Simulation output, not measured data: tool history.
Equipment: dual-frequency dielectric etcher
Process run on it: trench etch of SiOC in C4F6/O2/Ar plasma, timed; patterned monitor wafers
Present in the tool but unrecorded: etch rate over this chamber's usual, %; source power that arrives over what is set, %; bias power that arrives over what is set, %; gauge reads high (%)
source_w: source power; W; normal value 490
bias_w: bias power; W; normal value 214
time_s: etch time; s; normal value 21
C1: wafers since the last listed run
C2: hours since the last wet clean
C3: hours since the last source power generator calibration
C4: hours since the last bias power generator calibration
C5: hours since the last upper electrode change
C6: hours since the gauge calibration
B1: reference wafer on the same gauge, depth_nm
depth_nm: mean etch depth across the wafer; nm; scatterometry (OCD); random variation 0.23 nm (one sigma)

run 1 hour=0 | source_w=490 bias_w=214 time_s=21 | C1=0 C2=57.1 C3=488 C4=1394.1 C5=4535.8 C6=566 | B1=47.08 | depth_nm=47.49
run 2 hour=100.6 | source_w=490 bias_w=214 time_s=21 | C1=1197 C2=157.7 C3=588.6 C4=1494.7 C5=4636.4 C6=666.6 | B1=47.05 | depth_nm=47.16
-- hour=322.3 gauge calibrated
-- hour=387.5 wet clean of the chamber
run 3 hour=401.8 | source_w=490 bias_w=243 time_s=16.5 | C1=3299 C2=14.3 C3=889.8 C4=1795.9 C5=4937.6 C6=79.5 | B1=47.23 | depth_nm=38.32
run 4 hour=447.4 | source_w=490 bias_w=243 time_s=16.5 | C1=542 C2=59.9 C3=935.4 C4=1841.5 C5=4983.2 C6=125.1 | B1=47.25 | depth_nm=38.24
run 5 hour=525 | source_w=490 bias_w=243 time_s=16.5 | C1=923 C2=137.5 C3=1013 C4=1919.1 C5=5060.8 C6=202.7 | B1=47.2 | depth_nm=37.76
run 6 hour=602.4 | source_w=450 bias_w=214 time_s=23 | C1=921 C2=214.9 C3=1090.4 C4=1996.5 C5=5138.2 C6=280.1 | B1=47.21 | depth_nm=49.02
-- hour=713.5 upper electrode replaced
run 7 hour=714 | source_w=490 bias_w=214 time_s=21 | C1=1042 C2=326.5 C3=1202 C4=2108.1 C5=0.5 C6=391.7 | B1=47.22 | depth_nm=46.04
-- hour=799.8 wet clean of the chamber
run 8 hour=800.3 | source_w=490 bias_w=214 time_s=21 | C1=741 C2=0.5 C3=1288.3 C4=2194.4 C5=86.8 C6=478 | B1=47.3 | depth_nm=46.69
run 9 hour=898.1 | source_w=490 bias_w=184 time_s=21 | C1=1164 C2=98.3 C3=1386.1 C4=2292.2 C5=184.6 C6=575.8 | B1=47.1 | depth_nm=44.92
run 10 hour=1004.1 | source_w=540 bias_w=214 time_s=21 | C1=1261 C2=204.3 C3=1492.1 C4=2398.2 C5=290.6 C6=681.8 | B1=47.19 | depth_nm=48.67
run 11 hour=1054.8 | source_w=420 bias_w=214 time_s=21 | C1=603 C2=255 C3=1542.8 C4=2448.9 C5=341.3 C6=732.5 | B1=47.22 | depth_nm=42.54
run 12 hour=1150.3 | source_w=490 bias_w=214 time_s=21 | C1=1136 C2=350.5 C3=1638.3 C4=2544.4 C5=436.8 C6=828 | B1=47.1 | depth_nm=45.46
-- hour=1172.2 gauge calibrated
-- hour=1245.1 wet clean of the chamber
run 13 hour=1245.6 | source_w=410 bias_w=237 time_s=14.5 | C1=848 C2=0.5 C3=1733.6 C4=2639.7 C5=532.1 C6=73.4 | B1=47.2 | depth_nm=30.66
-- hour=1255.7 source power generator calibrated
-- hour=1266.2 bias power generator calibrated
run 14 hour=1280.8 | source_w=540 bias_w=186 time_s=26 | C1=323 C2=35.7 C3=25.1 C4=14.6 C5=567.3 C6=108.6 | B1=47.29 | depth_nm=59.97
run 15 hour=1326.2 | source_w=450 bias_w=246 time_s=17.5 | C1=540 C2=81.1 C3=70.5 C4=60 C5=612.7 C6=154 | B1=47.29 | depth_nm=40.25
run 16 hour=1405.9 | source_w=490 bias_w=214 time_s=17.5 | C1=948 C2=160.8 C3=150.2 C4=139.7 C5=692.4 C6=233.7 | B1=47.16 | depth_nm=39.79
run 17 hour=1479.4 | source_w=490 bias_w=214 time_s=21 | C1=874 C2=234.3 C3=223.7 C4=213.2 C5=765.9 C6=307.2 | B1=47.15 | depth_nm=47.05
run 18 hour=1541.6 | source_w=490 bias_w=179 time_s=15.5 | C1=740 C2=296.5 C3=285.9 C4=275.4 C5=828.1 C6=369.4 | B1=47.22 | depth_nm=33.23
run 19 hour=1611.3 | source_w=560 bias_w=172 time_s=21 | C1=829 C2=366.2 C3=355.6 C4=345.1 C5=897.8 C6=439.1 | B1=47.2 | depth_nm=47.33
-- hour=1664.6 wet clean of the chamber
run 20 hour=1683.1 | source_w=490 bias_w=182 time_s=17 | C1=569 C2=18.5 C3=427.4 C4=416.9 C5=969.6 C6=510.9 | B1=47.21 | depth_nm=37.14
run 21 hour=1783.4 | source_w=540 bias_w=247 time_s=26.5 | C1=1194 C2=118.8 C3=527.7 C4=517.2 C5=1069.9 C6=611.2 | B1=47.24 | depth_nm=65.18

Run by run, hidden condition taken away, random variation retained:
run=1 depth_nm=48.08
run=2 depth_nm=48.12
run=3 depth_nm=39.15
run=4 depth_nm=39.21
run=5 depth_nm=38.95
run=6 depth_nm=50.89
run=7 depth_nm=48.23
run=8 depth_nm=47.81
run=9 depth_nm=46.36
run=10 depth_nm=50.64
run=11 depth_nm=44.44
run=12 depth_nm=47.86
run=13 depth_nm=31.49
run=14 depth_nm=59.93
run=15 depth_nm=40.37
run=16 depth_nm=40.16
run=17 depth_nm=47.76
run=18 depth_nm=33.9
run=19 depth_nm=48.56
run=20 depth_nm=37.45
run=21 depth_nm=66.23
